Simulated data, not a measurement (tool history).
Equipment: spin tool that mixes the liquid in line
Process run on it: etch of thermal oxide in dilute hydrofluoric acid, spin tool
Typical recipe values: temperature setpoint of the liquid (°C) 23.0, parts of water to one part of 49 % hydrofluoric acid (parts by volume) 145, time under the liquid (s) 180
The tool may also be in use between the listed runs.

| run | hour | temperature setpoint of the liquid (°C) | parts of water to one part of 49 % hydrofluoric acid (parts by volume) | time under the liquid (s) | read-back film thickness of the thermal oxide reference wafer, read on the same gauge (nm) | thickness taken off the thermal oxide on a monitor wafer (Å) |
|---|---|---|---|---|---|---|
| 1 | 0.0 | 23.0 | 145 | 180 | 50.03 | 48.6 |
| 2 | 16.6 | 26.5 | 145 | 180 | 49.98 | 55.4 |
| 3 | 24.4 | 23.0 | 175 | 180 | 50.04 | 38.8 |
| 4 | 31.2 | 23.0 | 145 | 180 | 50.02 | 48.4 |
| 5 | 84.1 | 23.0 | 145 | 210 | 49.98 | 55.7 |
| 6 | 94.6 | 22.0 | 145 | 180 | 50.02 | 46.3 |
| 7 | 104.7 | 22.0 | 145 | 180 | 50.01 | 46.3 |
| 8 | 117.3 | 23.0 | 145 | 180 | 50.00 | 48.0 |
| 9 | 130.8 | 23.0 | 100 | 180 | 50.00 | 73.8 |
| 10 | 144.8 | 23.0 | 100 | 180 | 49.97 | 72.9 |
| 11 | 152.0 | 23.0 | 145 | 180 | 49.95 | 47.6 |
| 12 | 161.9 | 25.5 | 145 | 180 | 49.97 | 52.5 |
| 13 | 168.0 | 23.0 | 130 | 180 | 50.04 | 53.8 |
| 14 | 177.8 | 23.0 | 145 | 180 | 50.02 | 47.4 |
|  | 185.3 | hydrofluoric acid flow meter replaced |
| 15 | 193.8 | 23.0 | 145 | 180 | 50.04 | 50.5 |
| 16 | 207.4 | 23.0 | 145 | 180 | 50.03 | 50.4 |
| 17 | 224.7 | 23.0 | 115 | 180 | 50.02 | 65.9 |
| 18 | 232.4 | 23.0 | 180 | 260 | 50.02 | 56.1 |
| 19 | 245.2 | 23.0 | 145 | 180 | 50.01 | 50.5 |
| 20 | 255.8 | 23.0 | 145 | 180 | 49.99 | 50.2 |
| 21 | 272.8 | 21.5 | 165 | 120 | 50.01 | 27.0 |
|  | 302.3 | thermometer replaced |
| 22 | 312.7 | 21.5 | 115 | 180 | 50.00 | 62.7 |
| 23 | 319.3 | 18.5 | 120 | 180 | 49.99 | 53.3 |
| 24 | 335.5 | 23.0 | 145 | 180 | 50.03 | 50.8 |
| 25 | 346.0 | 25.0 | 145 | 275 | 49.97 | 84.1 |
|  | 347.0 | gauge calibrated |
| 26 | 355.0 | 23.0 | 145 | 90 | 49.98 | 25.4 |
| 27 | 369.4 | 26.5 | 145 | 180 | 50.02 | 57.6 |
| 28 | 377.3 | 25.0 | 115 | 215 | 49.99 | 85.6 |
| 29 | 384.3 | 21.5 | 145 | 80 | 49.99 | 21.3 |
| 30 | 398.6 | 23.0 | 205 | 145 | 49.98 | 26.8 |
| 31 | 409.8 | 23.0 | 145 | 225 | 49.96 | 63.1 |
| 32 | 427.3 | 27.5 | 145 | 280 | 49.98 | 92.7 |
| 33 | 438.8 | 23.0 | 115 | 180 | 49.99 | 65.4 |
| 34 | 484.7 | 23.0 | 115 | 75 | 50.02 | 27.3 |
| 35 | 500.0 | 18.0 | 175 | 180 | 50.00 | 32.8 |

What if the next run were any one of these 3? Each begins from the tool's condition after run 35:
| A | 500.5 | 23.0 | 145 | 180 | ? | ? |
| B | 500.5 | 20.0 | 205 | 180 | ? | ? |
| C | 500.5 | 20.5 | 145 | 180 | ? | ? |

| run | read-back film thickness of the thermal oxide reference wafer, read on the same gauge (nm) | thickness taken off the thermal oxide on a monitor wafer (Å) |
|---|---|---|
| A | 50.04 | 50.0 |
| B | 50.04 | 29.5 |
| C | 50.04 | 45.3 |
What these runs would have given with no unlogged condition in the tool:
| run | thickness taken off the thermal oxide on a monitor wafer (Å) |
|---|---|
| A | 51.8 |
| B | 30.6 |
| C | 47.0 |
